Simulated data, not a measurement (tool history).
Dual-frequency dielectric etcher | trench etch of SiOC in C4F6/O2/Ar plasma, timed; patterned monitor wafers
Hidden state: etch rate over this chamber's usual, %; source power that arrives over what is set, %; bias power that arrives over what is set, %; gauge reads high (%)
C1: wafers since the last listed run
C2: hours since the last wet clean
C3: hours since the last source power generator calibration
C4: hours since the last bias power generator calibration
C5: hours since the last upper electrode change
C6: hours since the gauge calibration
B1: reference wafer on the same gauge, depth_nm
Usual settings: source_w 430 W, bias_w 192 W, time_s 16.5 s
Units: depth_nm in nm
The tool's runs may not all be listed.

{"run": 1, "day": 0.0, "source_w": 410, "bias_w": 192, "time_s": 16.5, "C1": 0, "C2": 343.8, "C3": 1602.0, "C4": 2747.2, "C5": 3029.6, "C6": 1135.4, "B1": 36.45, "depth_nm": 33.43}
{"run": 2, "day": 2.896, "source_w": 430, "bias_w": 192, "time_s": 20.0, "C1": 1486, "C2": 413.3, "C3": 1671.5, "C4": 2816.7, "C5": 3099.1, "C6": 1204.9, "B1": 36.45, "depth_nm": 41.28}
{"run": 3, "day": 6.121, "source_w": 430, "bias_w": 192, "time_s": 16.5, "C1": 1655, "C2": 490.7, "C3": 1748.9, "C4": 2894.1, "C5": 3176.5, "C6": 1282.3, "B1": 36.47, "depth_nm": 34.0}
{"run": 4, "day": 9.317, "source_w": 430, "bias_w": 192, "time_s": 16.5, "C1": 1640, "C2": 567.4, "C3": 1825.6, "C4": 2970.8, "C5": 3253.2, "C6": 1359.0, "B1": 36.45, "depth_nm": 34.6}
{"day": 10.346, "done": "wet clean of the chamber"}
{"run": 5, "day": 13.304, "source_w": 430, "bias_w": 192, "time_s": 16.5, "C1": 1533, "C2": 71.0, "C3": 1921.3, "C4": 3066.5, "C5": 3348.9, "C6": 1454.7, "B1": 36.47, "depth_nm": 33.63}
{"run": 6, "day": 15.258, "source_w": 460, "bias_w": 192, "time_s": 18.0, "C1": 1003, "C2": 117.9, "C3": 1968.2, "C4": 3113.4, "C5": 3395.8, "C6": 1501.6, "B1": 36.39, "depth_nm": 36.98}
{"run": 7, "day": 18.562, "source_w": 460, "bias_w": 192, "time_s": 18.0, "C1": 1696, "C2": 197.2, "C3": 2047.5, "C4": 3192.7, "C5": 3475.1, "C6": 1580.9, "B1": 36.37, "depth_nm": 37.6}
{"run": 8, "day": 21.196, "source_w": 460, "bias_w": 192, "time_s": 18.0, "C1": 1351, "C2": 260.4, "C3": 2110.7, "C4": 3255.9, "C5": 3538.3, "C6": 1644.1, "B1": 36.32, "depth_nm": 37.27}
{"day": 23.504, "done": "gauge calibrated"}
{"run": 9, "day": 24.212, "source_w": 430, "bias_w": 217, "time_s": 16.5, "C1": 1548, "C2": 332.8, "C3": 2183.1, "C4": 3328.3, "C5": 3610.7, "C6": 17.0, "B1": 36.47, "depth_nm": 35.09}
{"run": 10, "day": 27.1, "source_w": 430, "bias_w": 217, "time_s": 16.5, "C1": 1482, "C2": 402.1, "C3": 2252.4, "C4": 3397.6, "C5": 3680.0, "C6": 86.3, "B1": 36.38, "depth_nm": 35.74}
{"run": 11, "day": 29.471, "source_w": 480, "bias_w": 192, "time_s": 16.5, "C1": 1216, "C2": 459.0, "C3": 2309.3, "C4": 3454.5, "C5": 3736.9, "C6": 143.2, "B1": 36.44, "depth_nm": 35.17}
{"day": 32.029, "done": "wet clean of the chamber"}
{"run": 12, "day": 33.162, "source_w": 480, "bias_w": 192, "time_s": 16.5, "C1": 1381, "C2": 27.2, "C3": 2397.9, "C4": 3543.1, "C5": 3825.5, "C6": 231.8, "B1": 36.42, "depth_nm": 32.55}
{"day": 33.929, "done": "bias power generator calibrated"}
{"run": 13, "day": 37.55, "source_w": 490, "bias_w": 192, "time_s": 16.5, "C1": 2166, "C2": 132.5, "C3": 2503.2, "C4": 86.9, "C5": 3930.8, "C6": 337.1, "B1": 36.45, "depth_nm": 33.16}
{"day": 37.983, "done": "source power generator calibrated"}
{"run": 14, "day": 40.471, "source_w": 430, "bias_w": 192, "time_s": 16.5, "C1": 1413, "C2": 202.6, "C3": 59.7, "C4": 157.0, "C5": 4000.9, "C6": 407.2, "B1": 36.4, "depth_nm": 31.97}
{"day": 43.317, "done": "upper electrode replaced"}
{"run": 15, "day": 43.338, "source_w": 430, "bias_w": 192, "time_s": 16.5, "C1": 958, "C2": 271.4, "C3": 128.5, "C4": 225.8, "C5": 0.5, "C6": 476.0, "B1": 36.39, "depth_nm": 32.11}
{"day": 45.067, "done": "wet clean of the chamber, repeated, since the last time left the tool worse"}
{"run": 16, "day": 47.071, "source_w": 430, "bias_w": 192, "time_s": 19.0, "C1": 1403, "C2": 48.1, "C3": 218.1, "C4": 315.4, "C5": 90.1, "C6": 565.6, "B1": 36.41, "depth_nm": 38.41}
{"run": 17, "day": 48.729, "source_w": 350, "bias_w": 168, "time_s": 21.0, "C1": 851, "C2": 87.9, "C3": 257.9, "C4": 355.2, "C5": 129.9, "C6": 605.4, "B1": 36.34, "depth_nm": 37.94}
{"run": 18, "day": 51.342, "source_w": 430, "bias_w": 208, "time_s": 12.0, "C1": 1340, "C2": 150.6, "C3": 320.6, "C4": 417.9, "C5": 192.6, "C6": 668.1, "B1": 36.41, "depth_nm": 25.13}
{"run": 19, "day": 62.162, "source_w": 320, "bias_w": 169, "time_s": 20.5, "C1": 5554, "C2": 410.3, "C3": 580.3, "C4": 677.6, "C5": 452.3, "C6": 927.8, "B1": 36.39, "depth_nm": 36.82}
{"run": 20, "day": 65.171, "source_w": 430, "bias_w": 192, "time_s": 16.5, "C1": 1544, "C2": 482.5, "C3": 652.5, "C4": 749.8, "C5": 524.5, "C6": 1000.0, "B1": 36.37, "depth_nm": 34.38}
{"run": 21, "day": 67.712, "source_w": 380, "bias_w": 192, "time_s": 16.5, "C1": 1304, "C2": 543.5, "C3": 713.5, "C4": 810.8, "C5": 585.5, "C6": 1061.0, "B1": 36.43, "depth_nm": 32.9}
{"day": 69.908, "done": "wet clean of the chamber"}
{"run": 22, "day": 72.096, "source_w": 330, "bias_w": 192, "time_s": 18.0, "C1": 1736, "C2": 52.5, "C3": 818.7, "C4": 916.0, "C5": 690.7, "C6": 1166.2, "B1": 36.43, "depth_nm": 33.61}
{"run": 23, "day": 74.771, "source_w": 430, "bias_w": 192, "time_s": 18.5, "C1": 1373, "C2": 116.7, "C3": 882.9, "C4": 980.2, "C5": 754.9, "C6": 1230.4, "B1": 36.43, "depth_nm": 37.47}
{"run": 24, "day": 78.308, "source_w": 430, "bias_w": 192, "time_s": 16.5, "C1": 1815, "C2": 201.6, "C3": 967.8, "C4": 1065.1, "C5": 839.8, "C6": 1315.3, "B1": 36.41, "depth_nm": 33.32}

Forecast each of these 3 alternatives for the next run:
{"run": "A", "day": 78.325, "source_w": 430, "bias_w": 192, "time_s": 16.5, "C1": 8, "C2": 202.0, "C3": 968.2, "C4": 1065.5, "C5": 840.2, "C6": 1315.7, "B1": "?", "depth_nm": "?"}
{"run": "B", "day": 78.325, "source_w": 330, "bias_w": 192, "time_s": 16.5, "C1": 8, "C2": 202.0, "C3": 968.2, "C4": 1065.5, "C5": 840.2, "C6": 1315.7, "B1": "?", "depth_nm": "?"}
{"run": "C", "day": 78.325, "source_w": 330, "bias_w": 237, "time_s": 16.5, "C1": 8, "C2": 202.0, "C3": 968.2, "C4": 1065.5, "C5": 840.2, "C6": 1315.7, "B1": "?", "depth_nm": "?"}

run=A B1=36.35 depth_nm=33.59
run=B B1=36.35 depth_nm=30.94
run=C B1=36.35 depth_nm=33.59
Without the tool's hidden state the same runs would have given:
run=A depth_nm=33.44
run=B depth_nm=30.80
run=C depth_nm=33.44

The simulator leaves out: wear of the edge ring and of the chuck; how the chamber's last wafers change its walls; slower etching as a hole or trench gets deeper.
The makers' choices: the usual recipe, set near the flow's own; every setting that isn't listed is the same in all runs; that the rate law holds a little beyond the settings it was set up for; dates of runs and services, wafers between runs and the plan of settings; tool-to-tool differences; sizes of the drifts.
